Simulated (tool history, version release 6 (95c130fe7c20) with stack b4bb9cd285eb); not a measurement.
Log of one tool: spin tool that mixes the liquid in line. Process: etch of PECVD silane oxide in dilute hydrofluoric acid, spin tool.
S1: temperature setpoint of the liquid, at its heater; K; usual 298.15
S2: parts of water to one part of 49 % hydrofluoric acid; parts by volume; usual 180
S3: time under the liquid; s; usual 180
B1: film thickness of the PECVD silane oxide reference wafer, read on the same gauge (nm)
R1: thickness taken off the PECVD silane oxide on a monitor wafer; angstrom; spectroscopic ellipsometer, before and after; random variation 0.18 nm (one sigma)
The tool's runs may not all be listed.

Run 1, day 0.000: usual settings; B1 110.00. Result: R1 225.4 angstrom.
Run 2, day 1.750: usual settings; B1 110.02. Result: R1 225.2 angstrom.
Run 3, day 10.433: usual settings; B1 110.00. Result: R1 224.9 angstrom.
Run 4, day 12.246: usual settings; B1 110.00. Result: R1 221.9 angstrom.
Run 5, day 13.771: usual settings; B1 110.00. Result: R1 223.5 angstrom.
Run 6, day 17.733: usual settings; B1 110.01. Result: R1 219.8 angstrom.
At day 21.021: hydrofluoric acid flow meter replaced.
Run 7, day 23.004: usual settings; B1 110.02. Result: R1 207.2 angstrom.
Run 8, day 25.867: usual settings; B1 109.98. Result: R1 202.2 angstrom.
Run 9, day 27.458: usual settings but S1 301.65 K, S3 215 s; B1 109.99. Result: R1 275.7 angstrom.
At day 29.050: thermometer replaced.
At day 29.446: hydrofluoric acid flow meter replaced, repeated, since the last time left the tool worse.
Run 10, day 29.746: usual settings but S1 294.15 K, S2 105 parts by volume, S3 130 s; B1 109.99. Result: R1 282.7 angstrom.
At day 30.479: gauge calibrated.
Run 11, day 31.725: usual settings; B1 110.04. Result: R1 241.5 angstrom.
Run 12, day 33.233: usual settings; B1 110.01. Result: R1 247.1 angstrom.
Run 13, day 34.729: usual settings but S1 296.15 K; B1 109.98. Result: R1 225.9 angstrom.
Run 14, day 35.746: usual settings but S1 299.65 K, S2 260 parts by volume, S3 265 s; B1 109.97. Result: R1 240.0 angstrom.
Run 15, day 37.000: usual settings but S1 300.65 K, S2 150 parts by volume, S3 70 s; B1 109.97. Result: R1 130.3 angstrom.
Run 16, day 39.492: usual settings but S1 303.15 K, S2 120 parts by volume, S3 240 s; B1 110.02. Result: R1 626.3 angstrom.

What the log doesn't show, run by run:
liquid colder than its thermometer reads (K): 0 in every run
gauge reads high (%): 0 in every run
H1: hydrofluoric acid flow below the setpoint (%)
run     H1
  1   7.82
  2      8
  3   8.94
  4   9.14
  5    9.3
  6   9.73
  7   14.8
  8   15.1
  9   15.3
 10  0.977
 11   1.19
 12   1.35
 13   1.51
 14   1.62
 15   1.76
 16   2.03

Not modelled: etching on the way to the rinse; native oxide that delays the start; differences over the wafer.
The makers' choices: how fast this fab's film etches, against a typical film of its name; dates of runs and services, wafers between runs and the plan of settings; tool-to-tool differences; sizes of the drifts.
